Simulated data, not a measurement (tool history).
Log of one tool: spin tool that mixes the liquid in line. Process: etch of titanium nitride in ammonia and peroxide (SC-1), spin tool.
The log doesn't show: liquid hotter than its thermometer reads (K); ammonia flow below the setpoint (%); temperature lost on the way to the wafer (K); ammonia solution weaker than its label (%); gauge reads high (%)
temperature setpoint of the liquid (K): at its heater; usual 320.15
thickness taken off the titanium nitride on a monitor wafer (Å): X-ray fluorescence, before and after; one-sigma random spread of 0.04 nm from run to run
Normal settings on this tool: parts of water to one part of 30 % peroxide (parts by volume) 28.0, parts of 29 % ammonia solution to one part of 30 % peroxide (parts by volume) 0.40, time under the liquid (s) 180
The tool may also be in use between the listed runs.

run    hour  temperature setpoint of the liquid (K)  parts of water to one part of 30 % peroxide (parts by volume)  parts of 29 % ammonia solution to one part of 30 % peroxide (parts by volume)  time under the liquid (s)  wafers since the last listed run  hours since the thermometer was replaced  hours since the ammonia flow meter was replaced  hours since the heated supply line was repaired  hours since the drum of ammonia solution was connected  hours since the gauge calibration  read-back film thickness of the titanium nitride reference wafer, read on the same gauge (nm)  thickness taken off the titanium nitride on a monitor wafer (Å)
  1     0.0                                  320.15                                                           28.0                                                                           0.40                        180                                 0                                    1976.8                                            647.9                                           1627.8                                                   621.7                              128.2                                                                                         50.034                                                            52.58
  2    70.4                                  320.15                                                           28.0                                                                           0.40                        180                               693                                    2047.2                                            718.3                                           1698.2                                                   692.1                              198.6                                                                                         49.967                                                            53.79
  3   123.3                                  320.15                                                           28.0                                                                           0.40                        180                               521                                    2100.1                                            771.2                                           1751.1                                                   745.0                              251.5                                                                                         50.025                                                            52.05
  4   216.9                                  320.15                                                           28.0                                                                           0.40                        180                               921                                    2193.7                                            864.8                                           1844.7                                                   838.6                              345.1                                                                                         49.986                                                            53.61
  5   258.2                                  320.15                                                           28.0                                                                           0.40                        260                               406                                    2235.0                                            906.1                                           1886.0                                                   879.9                              386.4                                                                                         49.971                                                            77.09
  6   334.3                                  320.15                                                           28.0                                                                           0.40                        260                               749                                    2311.1                                            982.2                                           1962.1                                                   956.0                              462.5                                                                                         49.954                                                            76.15
      401.1  -- ammonia flow meter replaced
  7   415.2                                  320.15                                                           18.5                                                                           0.25                        180                               787                                    2392.0                                             14.1                                           2043.0                                                  1036.9                              543.4                                                                                         50.003                                                            61.68
  8   456.6                                  320.15                                                           28.0                                                                           0.40                        270                               407                                    2433.4                                             55.5                                           2084.4                                                  1078.3                              584.8                                                                                         49.978                                                            81.13
  9   560.9                                  320.15                                                           28.0                                                                           0.55                        180                              1027                                    2537.7                                            159.8                                           2188.7                                                  1182.6                              689.1                                                                                         50.021                                                            56.50
      576.2  -- thermometer replaced
 10   603.2                                  320.15                                                           28.0                                                                           0.40                        180                               406                                      27.0                                            202.1                                           2231.0                                                  1224.9                              731.4                                                                                         49.945                                                            46.98
      619.3  -- new drum of ammonia solution connected
 11   662.3                                  320.15                                                           28.0                                                                           0.40                        275                               572                                      86.1                                            261.2                                           2290.1                                                    43.0                              790.5                                                                                         50.008                                                            72.74
 12   718.9                                  320.15                                                           28.0                                                                           0.40                        180                               557                                     142.7                                            317.8                                           2346.7                                                    99.6                              847.1                                                                                         49.989                                                            47.22
 13   796.4                                  311.65                                                           20.0                                                                           0.25                         90                               763                                     220.2                                            395.3                                           2424.2                                                   177.1                              924.6                                                                                         49.978                                                            14.17
 14   837.3                                  320.15                                                           15.0                                                                           0.50                        240                               402                                     261.1                                            436.2                                           2465.1                                                   218.0                              965.5                                                                                         50.018                                                            93.28
      881.1  -- heated supply line repaired
 15   908.6                                  320.15                                                           28.0                                                                           0.40                        220                               692                                     332.4                                            507.5                                             27.5                                                   289.3                             1036.8                                                                                         49.975                                                            62.63
 16   990.8                                  327.65                                                           28.0                                                                           0.40                        180                               809                                     414.6                                            589.7                                            109.7                                                   371.5                             1119.0                                                                                         49.979                                                            85.55
 17  1054.2                                  320.15                                                           22.5                                                                           0.40                        280                               624                                     478.0                                            653.1                                            173.1                                                   434.9                             1182.4                                                                                         50.021                                                            90.61
 18  1100.2                                  320.15                                                           37.0                                                                           0.50                        180                               453                                     524.0                                            699.1                                            219.1                                                   480.9                             1228.4                                                                                         49.992                                                            45.26
 19  1175.2                                  320.15                                                           28.0                                                                           0.40                        180                               738                                     599.0                                            774.1                                            294.1                                                   555.9                             1303.4                                                                                         50.003                                                            51.63
 20  1249.4                                  322.65                                                           28.0                                                                           0.40                        180                               730                                     673.2                                            848.3                                            368.3                                                   630.1                             1377.6                                                                                         50.036                                                            60.83
 21  1315.1                                  313.65                                                           28.0                                                                           0.40                        120                               647                                     738.9                                            914.0                                            434.0                                                   695.8                             1443.3                                                                                         50.010                                                            21.08
 22  1368.2                                  320.15                                                           17.5                                                                           0.40                        180                               523                                     792.0                                            967.1                                            487.1                                                   748.9                             1496.4                                                                                         50.010                                                            66.95
     1374.7  -- ammonia flow meter replaced
 23  1416.9                                  320.15                                                           40.0                                                                           0.60                        215                               469                                     840.7                                             42.2                                            535.8                                                   797.6                             1545.1                                                                                         50.011                                                            54.36
 24  1465.7                                  329.15                                                           28.0                                                                           0.30                        180                               480                                     889.5                                             91.0                                            584.6                                                   846.4                             1593.9                                                                                         50.025                                                            89.68
 25  1541.5                                  311.65                                                           20.0                                                                           0.25                         90                               746                                     965.3                                            166.8                                            660.4                                                   922.2                             1669.7                                                                                         49.958                                                            15.35

3 options for the next run, each taken on its own from the tool as it stands now. Forecast them:
  A  1542.0                                  311.15                                                           28.0                                                                           0.40                        180                                 4                                     965.8                                            167.3                                            660.9                                                   922.7                             1670.2                                                                                              ?                                                                ?
  B  1542.0                                  328.65                                                           28.0                                                                           0.55                        150                                 4                                     965.8                                            167.3                                            660.9                                                   922.7                             1670.2                                                                                              ?                                                                ?
  C  1542.0                                  315.15                                                           17.5                                                                           0.20                        145                                 4                                     965.8                                            167.3                                            660.9                                                   922.7                             1670.2                                                                                              ?                                                                ?

run  read-back film thickness of the titanium nitride reference wafer, read on the same gauge (nm)  thickness taken off the titanium nitride on a monitor wafer (Å)
  A                                                                                         49.979                                                            26.50
  B                                                                                         49.979                                                            81.31
  C                                                                                         49.979                                                            32.78
What these runs would have given with no unlogged condition in the tool:
run  thickness taken off the titanium nitride on a monitor wafer (Å)
  A                                                            25.91
  B                                                            79.68
  C                                                            32.07
